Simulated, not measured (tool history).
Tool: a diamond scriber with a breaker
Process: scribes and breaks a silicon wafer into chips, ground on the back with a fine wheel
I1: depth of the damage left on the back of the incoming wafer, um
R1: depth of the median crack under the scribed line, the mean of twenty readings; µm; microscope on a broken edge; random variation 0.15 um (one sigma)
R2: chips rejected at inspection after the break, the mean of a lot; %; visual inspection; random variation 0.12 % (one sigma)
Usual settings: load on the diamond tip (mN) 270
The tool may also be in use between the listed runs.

run 1 hour=0 | load_on_the_diamond_tip_(mN)=270 | I1=2.82 | R1=6.57 R2=9.77
run 2 hour=10.1 | load_on_the_diamond_tip_(mN)=300 | I1=2.95 | R1=6.82 R2=7.7
run 3 hour=17.5 | load_on_the_diamond_tip_(mN)=300 | I1=2.88 | R1=7.08 R2=8.07
run 4 hour=34.5 | load_on_the_diamond_tip_(mN)=300 | I1=2.27 | R1=6.88 R2=4.9
run 5 hour=51.6 | load_on_the_diamond_tip_(mN)=270 | I1=2.28 | R1=6.61 R2=7.67
run 6 hour=68.4 | load_on_the_diamond_tip_(mN)=270 | I1=2.32 | R1=6.5 R2=7.51
run 7 hour=82.7 | load_on_the_diamond_tip_(mN)=270 | I1=2.1 | R1=6.22 R2=6.89
run 8 hour=99.8 | load_on_the_diamond_tip_(mN)=270 | I1=2.89 | R1=6.42 R2=11.68
run 9 hour=106.8 | load_on_the_diamond_tip_(mN)=270 | I1=1.74 | R1=6.41 R2=6.21
run 10 hour=124.7 | load_on_the_diamond_tip_(mN)=270 | I1=2.07 | R1=6.51 R2=7.35
run 11 hour=132.5 | load_on_the_diamond_tip_(mN)=270 | I1=1.95 | R1=6.37 R2=6.87
run 12 hour=145.5 | load_on_the_diamond_tip_(mN)=270 | I1=1.83 | R1=6.38 R2=6.75
run 13 hour=156.9 | load_on_the_diamond_tip_(mN)=270 | I1=2.33 | R1=6.29 R2=8.98
run 14 hour=167.3 | load_on_the_diamond_tip_(mN)=270 | I1=2.63 | R1=6.5 R2=11.3
run 15 hour=184.6 | load_on_the_diamond_tip_(mN)=270 | I1=2.97 | R1=6.34 R2=13.95
run 16 hour=201.4 | load_on_the_diamond_tip_(mN)=294 | I1=2.06 | R1=6.6 R2=6.13
run 17 hour=216 | load_on_the_diamond_tip_(mN)=270 | I1=2.42 | R1=6.15 R2=9.99
-- hour=229.6 load on the tip recalibrated
run 18 hour=259.7 | load_on_the_diamond_tip_(mN)=244 | I1=1.94 | R1=5.73 R2=11.9
-- hour=262.2 diamond tip replaced by a new one
run 19 hour=270.6 | load_on_the_diamond_tip_(mN)=244 | I1=2.62 | R1=7.13 R2=5.76
run 20 hour=279.9 | load_on_the_diamond_tip_(mN)=298 | I1=2.06 | R1=7.74 R2=2.02
run 21 hour=296 | load_on_the_diamond_tip_(mN)=270 | I1=2.37 | R1=7.19 R2=3.54
run 22 hour=307.8 | load_on_the_diamond_tip_(mN)=320 | I1=2.9 | R1=8.25 R2=4.66
run 23 hour=314 | load_on_the_diamond_tip_(mN)=213 | I1=2.09 | R1=6.36 R2=6.56
run 24 hour=324.5 | load_on_the_diamond_tip_(mN)=309 | I1=2.09 | R1=7.95 R2=2.05
run 25 hour=332.2 | load_on_the_diamond_tip_(mN)=348 | I1=1.93 | R1=8.49 R2=2.29
run 26 hour=344.8 | load_on_the_diamond_tip_(mN)=270 | I1=2.72 | R1=7.57 R2=4.79
run 27 hour=351.7 | load_on_the_diamond_tip_(mN)=349 | I1=2.5 | R1=8.15 R2=3.58
run 28 hour=361.4 | load_on_the_diamond_tip_(mN)=232 | I1=2.35 | R1=6.67 R2=6.13
run 29 hour=377 | load_on_the_diamond_tip_(mN)=239 | I1=2.06 | R1=6.9 R2=4.68
run 30 hour=387.2 | load_on_the_diamond_tip_(mN)=340 | I1=2.79 | R1=8.31 R2=4.26
run 31 hour=400.3 | load_on_the_diamond_tip_(mN)=338 | I1=2.11 | R1=8.27 R2=2.37
run 32 hour=410.4 | load_on_the_diamond_tip_(mN)=270 | I1=1.63 | R1=7.28 R2=1.99
run 33 hour=421.6 | load_on_the_diamond_tip_(mN)=216 | I1=2.47 | R1=6.4 R2=8.17
run 34 hour=432.4 | load_on_the_diamond_tip_(mN)=219 | I1=2.44 | R1=6.34 R2=7.98
run 35 hour=444 | load_on_the_diamond_tip_(mN)=316 | I1=2.55 | R1=7.56 R2=3.66
run 36 hour=459.7 | load_on_the_diamond_tip_(mN)=201 | I1=2.55 | R1=6.1 R2=11.58
run 37 hour=471 | load_on_the_diamond_tip_(mN)=222 | I1=2.24 | R1=6.42 R2=7.83
run 38 hour=481.3 | load_on_the_diamond_tip_(mN)=270 | I1=2.38 | R1=7.06 R2=4.06

The next listed run, before its measurement:
run 39 hour=507.4 | load_on_the_diamond_tip_(mN)=237 | I1=2.25 | R1=? R2=?

R1: 6.59 µm
R2: 6.11 %
Without the tool's hidden state the same run would have given R1 7.16 µm, R2 3.37 %.

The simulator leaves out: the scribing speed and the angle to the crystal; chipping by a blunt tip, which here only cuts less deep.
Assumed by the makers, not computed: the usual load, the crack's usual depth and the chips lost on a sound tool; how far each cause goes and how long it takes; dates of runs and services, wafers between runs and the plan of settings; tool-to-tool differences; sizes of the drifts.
